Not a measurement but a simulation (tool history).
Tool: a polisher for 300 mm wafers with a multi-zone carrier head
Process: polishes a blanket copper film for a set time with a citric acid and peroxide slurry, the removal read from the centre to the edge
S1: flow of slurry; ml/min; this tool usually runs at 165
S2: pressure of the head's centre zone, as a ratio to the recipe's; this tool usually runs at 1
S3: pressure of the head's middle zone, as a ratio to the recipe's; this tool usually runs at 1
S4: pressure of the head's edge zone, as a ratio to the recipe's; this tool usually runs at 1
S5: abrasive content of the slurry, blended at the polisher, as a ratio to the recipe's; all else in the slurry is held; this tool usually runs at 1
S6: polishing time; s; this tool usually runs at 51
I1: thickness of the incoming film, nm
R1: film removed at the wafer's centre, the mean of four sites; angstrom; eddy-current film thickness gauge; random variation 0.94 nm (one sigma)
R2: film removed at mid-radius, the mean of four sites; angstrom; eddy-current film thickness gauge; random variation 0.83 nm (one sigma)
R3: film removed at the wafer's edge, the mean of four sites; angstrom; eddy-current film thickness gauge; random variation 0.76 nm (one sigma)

{"run": 1, "day": 0.0, "S1": 135, "S2": 1, "S3": 1, "S4": 1, "S5": 1, "S6": 45, "I1": 1091.4, "R1": 776, "R2": 815, "R3": 831}
{"run": 2, "day": 2.254, "S1": 165, "S2": 1, "S3": 1, "S4": 1, "S5": 1.1, "S6": 51, "I1": 1087.1, "R1": 936, "R2": 982, "R3": 992}
{"run": 3, "day": 4.712, "S1": 165, "S2": 1, "S3": 1, "S4": 1, "S5": 1.1, "S6": 51, "I1": 1093.2, "R1": 922, "R2": 993, "R3": 989}
{"run": 4, "day": 6.175, "S1": 165, "S2": 1, "S3": 1, "S4": 1, "S5": 1.1, "S6": 51, "I1": 1104.6, "R1": 943, "R2": 991, "R3": 1003}
{"day": 6.908, "done": "worn pad replaced by a new one"}
{"day": 7.212, "done": "centre zone pressure recalibrated"}
{"run": 5, "day": 7.346, "S1": 165, "S2": 1, "S3": 1, "S4": 1, "S5": 1, "S6": 51, "I1": 1098, "R1": 873, "R2": 963, "R3": 980}
{"day": 8.142, "done": "carrier head's membrane replaced by a new one"}
{"run": 6, "day": 9.346, "S1": 165, "S2": 1, "S3": 1, "S4": 1, "S5": 1, "S6": 51, "I1": 1089.9, "R1": 869, "R2": 964, "R3": 957}
{"run": 7, "day": 11.829, "S1": 165, "S2": 1, "S3": 1, "S4": 1, "S5": 1, "S6": 51, "I1": 1107.3, "R1": 873, "R2": 975, "R3": 962}
{"run": 8, "day": 13.158, "S1": 165, "S2": 1, "S3": 1, "S4": 1, "S5": 1, "S6": 51, "I1": 1100.3, "R1": 852, "R2": 959, "R3": 964}
{"run": 9, "day": 14.85, "S1": 165, "S2": 1, "S3": 1, "S4": 1, "S5": 1, "S6": 51, "I1": 1106.1, "R1": 842, "R2": 963, "R3": 966}
{"run": 10, "day": 16.142, "S1": 165, "S2": 1, "S3": 1, "S4": 1, "S5": 1.15, "S6": 51, "I1": 1102.7, "R1": 877, "R2": 990, "R3": 1003}
{"day": 17.408, "done": "worn pad replaced by a new one"}
{"day": 18.817, "done": "centre zone pressure recalibrated, repeated, since the last time left the tool worse"}
{"run": 11, "day": 18.838, "S1": 165, "S2": 0.92, "S3": 1, "S4": 1, "S5": 1, "S6": 51, "I1": 1102.5, "R1": 932, "R2": 956, "R3": 986}
{"day": 21.154, "done": "slurry nozzle cleaned"}
{"run": 12, "day": 21.442, "S1": 165, "S2": 1, "S3": 1, "S4": 1, "S5": 1, "S6": 51, "I1": 1092.4, "R1": 988, "R2": 960, "R3": 964}
{"run": 13, "day": 22.65, "S1": 165, "S2": 1, "S3": 1, "S4": 1, "S5": 0.75, "S6": 44, "I1": 1107.6, "R1": 800, "R2": 776, "R3": 781}
{"run": 14, "day": 23.908, "S1": 190, "S2": 1, "S3": 1, "S4": 1.11, "S5": 1, "S6": 51, "I1": 1114.6, "R1": 1002, "R2": 982, "R3": 1038}
{"day": 24.554, "done": "edge zone pressure recalibrated"}
{"run": 15, "day": 25.188, "S1": 195, "S2": 0.95, "S3": 1.11, "S4": 1, "S5": 0.75, "S6": 51, "I1": 1092.5, "R1": 900, "R2": 1017, "R3": 926}
{"run": 16, "day": 26.879, "S1": 190, "S2": 1, "S3": 1, "S4": 1, "S5": 1, "S6": 66, "I1": 1087.2, "R1": 1294, "R2": 1280, "R3": 1278}
{"day": 27.75, "done": "worn pad replaced by a new one"}
{"run": 17, "day": 28.538, "S1": 165, "S2": 1, "S3": 0.88, "S4": 1, "S5": 1, "S6": 51, "I1": 1081.8, "R1": 972, "R2": 862, "R3": 984}
{"run": 18, "day": 34.512, "S1": 165, "S2": 1, "S3": 0.89, "S4": 1, "S5": 1, "S6": 51, "I1": 1117.5, "R1": 952, "R2": 877, "R3": 963}
{"day": 36.683, "done": "worn pad replaced by a new one"}
{"run": 19, "day": 37.017, "S1": 200, "S2": 1, "S3": 1.05, "S4": 1, "S5": 1, "S6": 51, "I1": 1091.6, "R1": 988, "R2": 1037, "R3": 1002}
{"run": 20, "day": 39.129, "S1": 200, "S2": 1, "S3": 1.05, "S4": 1, "S5": 1, "S6": 51, "I1": 1110.9, "R1": 976, "R2": 1025, "R3": 998}
{"day": 41.658, "done": "centre zone pressure recalibrated"}
{"run": 21, "day": 41.679, "S1": 120, "S2": 1, "S3": 1, "S4": 1.08, "S5": 0.9, "S6": 51, "I1": 1106.9, "R1": 859, "R2": 875, "R3": 930}

Below are 4 alternative next runs, each starting from the tool's condition after run 21. Predict each:
{"run": "A", "day": 41.696, "S1": 165, "S2": 0.93, "S3": 1, "S4": 1, "S5": 1, "S6": 51, "I1": 1117.7, "R1": "?", "R2": "?", "R3": "?"}
{"run": "B", "day": 41.696, "S1": 165, "S2": 1.03, "S3": 1, "S4": 1, "S5": 1, "S6": 46, "I1": 1117.7, "R1": "?", "R2": "?", "R3": "?"}
{"run": "C", "day": 41.696, "S1": 165, "S2": 1.1, "S3": 1, "S4": 1, "S5": 1, "S6": 51, "I1": 1117.7, "R1": "?", "R2": "?", "R3": "?"}
{"run": "D", "day": 41.696, "S1": 165, "S2": 0.96, "S3": 1, "S4": 0.91, "S5": 0.7, "S6": 58, "I1": 1117.7, "R1": "?", "R2": "?", "R3": "?"}

run=A R1=906 R2=975 R3=973
run=B R1=883 R2=879 R3=877
run=C R1=1029 R2=974 R3=973
run=D R1=969 R2=1019 R3=972
Stripped of hidden state, with their random variation kept, the same runs would have yielded:
run=A R1=911 R2=975 R3=973
run=B R1=887 R2=879 R3=877
run=C R1=1035 R2=974 R3=973
run=D R1=975 R2=1019 R3=972
